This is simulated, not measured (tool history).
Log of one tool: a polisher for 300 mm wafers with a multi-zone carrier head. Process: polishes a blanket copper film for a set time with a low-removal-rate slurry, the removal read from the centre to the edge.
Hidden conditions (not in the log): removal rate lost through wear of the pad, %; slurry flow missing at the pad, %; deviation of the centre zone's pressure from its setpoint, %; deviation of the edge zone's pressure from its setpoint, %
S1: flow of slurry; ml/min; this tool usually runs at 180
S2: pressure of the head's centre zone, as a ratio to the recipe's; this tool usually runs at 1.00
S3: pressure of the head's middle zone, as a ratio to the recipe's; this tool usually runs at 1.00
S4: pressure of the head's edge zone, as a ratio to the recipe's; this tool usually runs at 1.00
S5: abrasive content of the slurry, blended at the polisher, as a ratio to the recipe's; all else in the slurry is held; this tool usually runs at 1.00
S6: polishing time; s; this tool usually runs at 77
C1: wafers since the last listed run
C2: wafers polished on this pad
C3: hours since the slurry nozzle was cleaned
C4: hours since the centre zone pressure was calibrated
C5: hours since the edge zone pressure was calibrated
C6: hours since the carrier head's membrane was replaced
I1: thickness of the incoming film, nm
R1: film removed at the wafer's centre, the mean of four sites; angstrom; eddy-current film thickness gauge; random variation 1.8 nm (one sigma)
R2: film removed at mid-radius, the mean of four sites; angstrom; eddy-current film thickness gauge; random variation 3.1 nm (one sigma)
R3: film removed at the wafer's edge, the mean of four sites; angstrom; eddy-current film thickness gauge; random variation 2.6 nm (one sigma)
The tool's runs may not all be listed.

Run 1, hour 0.0: usual settings; C1 0; C2 1872; C3 407.0; C4 133.8; C5 256.7; C6 1471.2; I1 1054.0. Result: R1 2110 angstrom, R2 2147 angstrom, R3 2174 angstrom.
Run 2, hour 16.2: usual settings but S4 0.93, S5 0.85, S6 98 s; C1 160; C2 2032; C3 423.2; C4 150.0; C5 272.9; C6 1487.4; I1 1053.3. Result: R1 2582 angstrom, R2 2661 angstrom, R3 2615 angstrom.
At hour 46.0: worn pad replaced by a new one.
Run 3, hour 51.1: usual settings but S5 0.85; C1 305; C2 50; C3 458.1; C4 184.9; C5 307.8; C6 1522.3; I1 1061.9. Result: R1 2036 angstrom, R2 2083 angstrom, R3 2111 angstrom.
Run 4, hour 80.4: usual settings; C1 289; C2 340; C3 487.4; C4 214.2; C5 337.1; C6 1551.6; I1 1042.0. Result: R1 2120 angstrom, R2 2112 angstrom, R3 2185 angstrom.
Run 5, hour 93.8: usual settings but S2 0.93; C1 132; C2 472; C3 500.8; C4 227.6; C5 350.5; C6 1565.0; I1 1045.0. Result: R1 1947 angstrom, R2 2085 angstrom, R3 2135 angstrom.
Run 6, hour 125.0: usual settings but S5 1.20; C1 308; C2 780; C3 532.0; C4 258.8; C5 381.7; C6 1596.2; I1 1050.5. Result: R1 2104 angstrom, R2 2192 angstrom, R3 2208 angstrom.
At hour 130.2: edge zone pressure recalibrated.
Run 7, hour 145.8: usual settings but S3 0.96; C1 185; C2 966; C3 552.8; C4 279.6; C5 15.6; C6 1617.0; I1 1047.2. Result: R1 2056 angstrom, R2 2058 angstrom, R3 2128 angstrom.
Run 8, hour 162.0: usual settings but S3 0.89, S5 1.10; C1 160; C2 1126; C3 569.0; C4 295.8; C5 31.8; C6 1633.2; I1 1045.1. Result: R1 2094 angstrom, R2 2009 angstrom, R3 2176 angstrom.
Run 9, hour 179.3: usual settings; C1 170; C2 1297; C3 586.3; C4 313.1; C5 49.1; C6 1650.5; I1 1044.7. Result: R1 2060 angstrom, R2 2143 angstrom, R3 2169 angstrom.
At hour 204.7: slurry nozzle cleaned.
Run 10, hour 205.7: usual settings but S1 155 ml/min, S5 1.15; C1 250; C2 1548; C3 1.0; C4 339.5; C5 75.5; C6 1676.9; I1 1042.7. Result: R1 2028 angstrom, R2 2067 angstrom, R3 2140 angstrom.
At hour 227.0: centre zone pressure recalibrated.
At hour 247.0: carrier head's membrane replaced by a new one, of another model than before.
Run 11, hour 273.3: usual settings but S3 0.95; C1 598; C2 2147; C3 68.6; C4 46.3; C5 143.1; C6 26.3; I1 1055.0. Result: R1 2129 angstrom, R2 2092 angstrom, R3 2169 angstrom.
At hour 278.8: worn pad replaced by a new one.
Run 12, hour 299.7: usual settings but S1 220 ml/min, S5 1.25; C1 221; C2 206; C3 95.0; C4 72.7; C5 169.5; C6 52.7; I1 1053.1. Result: R1 2260 angstrom, R2 2208 angstrom, R3 2282 angstrom.
Run 13, hour 327.2: usual settings; C1 271; C2 477; C3 122.5; C4 100.2; C5 197.0; C6 80.2; I1 1060.5. Result: R1 2118 angstrom, R2 2097 angstrom, R3 2127 angstrom.
Run 14, hour 355.8: usual settings; C1 282; C2 760; C3 151.1; C4 128.8; C5 225.6; C6 108.8; I1 1048.8. Result: R1 2077 angstrom, R2 2146 angstrom, R3 2155 angstrom.
Run 15, hour 371.4: usual settings; C1 154; C2 914; C3 166.7; C4 144.4; C5 241.2; C6 124.4; I1 1048.5. Result: R1 2050 angstrom, R2 2136 angstrom, R3 2185 angstrom.
Run 16, hour 388.4: usual settings but S2 0.92, S3 1.11, S4 0.93, S5 0.70; C1 167; C2 1082; C3 183.7; C4 161.4; C5 258.2; C6 141.4; I1 1055.6. Result: R1 1877 angstrom, R2 2130 angstrom, R3 1982 angstrom.
Run 17, hour 401.6: usual settings but S1 135 ml/min, S3 0.96, S6 102 s; C1 130; C2 1212; C3 196.9; C4 174.6; C5 271.4; C6 154.6; I1 1032.6. Result: R1 2605 angstrom, R2 2600 angstrom, R3 2696 angstrom.
Run 18, hour 430.6: usual settings; C1 286; C2 1499; C3 225.9; C4 203.6; C5 300.4; C6 183.6; I1 1068.1. Result: R1 2117 angstrom, R2 2079 angstrom, R3 2175 angstrom.
Run 19, hour 479.4: usual settings but S4 0.94; C1 482; C2 1981; C3 274.7; C4 252.4; C5 349.2; C6 232.4; I1 1048.8. Result: R1 2061 angstrom, R2 2204 angstrom, R3 2132 angstrom.
At hour 494.0: edge zone pressure recalibrated.
Run 20, hour 504.7: usual settings; C1 230; C2 2211; C3 300.0; C4 277.7; C5 10.7; C6 257.7; I1 1063.3. Result: R1 2078 angstrom, R2 2143 angstrom, R3 2157 angstrom.
At hour 513.2: worn pad replaced by a new one.
Run 21, hour 532.4: usual settings but S3 1.07, S6 84 s; C1 234; C2 189; C3 327.7; C4 305.4; C5 38.4; C6 285.4; I1 1049.5. Result: R1 2237 angstrom, R2 2347 angstrom, R3 2374 angstrom.

How the hidden state differs across the entries between the runs, from the last listed run before each to the first after it:
Between runs 2 and 3: worn pad replaced by a new one (hour 46.0)
  deviation of the centre zone's pressure from its setpoint, %: -0.78 -> -1.21
  measured result minus the result with no hidden state, R1: -15 -> -19 angstrom
Between runs 6 and 7: edge zone pressure recalibrated (hour 130.2)
  deviation of the centre zone's pressure from its setpoint, %: -2.42 -> -2.83
  measured result minus the result with no hidden state, R1: -39 -> -45 angstrom
Between runs 9 and 10: slurry nozzle cleaned (hour 204.7)
  deviation of the centre zone's pressure from its setpoint, %: -3.56 -> -4.2
  measured result minus the result with no hidden state, R1: -57 -> -66 angstrom
Between runs 10 and 11: centre zone pressure recalibrated (hour 227.0); carrier head's membrane replaced by a new one, of another model than before (hour 247.0)
  deviation of the centre zone's pressure from its setpoint, %: -4.2 -> -0.207
  measured result minus the result with no hidden state, R1: -66 -> -2 angstrom
Between runs 11 and 12: worn pad replaced by a new one (hour 278.8)
  deviation of the centre zone's pressure from its setpoint, %: -0.207 -> -0.323
  measured result minus the result with no hidden state, R1: -2 -> -3 angstrom
Between runs 19 and 20: edge zone pressure recalibrated (hour 494.0)
  deviation of the centre zone's pressure from its setpoint, %: -2.48 -> -2.97
  measured result minus the result with no hidden state, R1: -23 -> -28 angstrom
Between runs 20 and 21: worn pad replaced by a new one (hour 513.2)
  deviation of the centre zone's pressure from its setpoint, %: -2.97 -> -3.57
  measured result minus the result with no hidden state, R1: -28 -> -36 angstrom
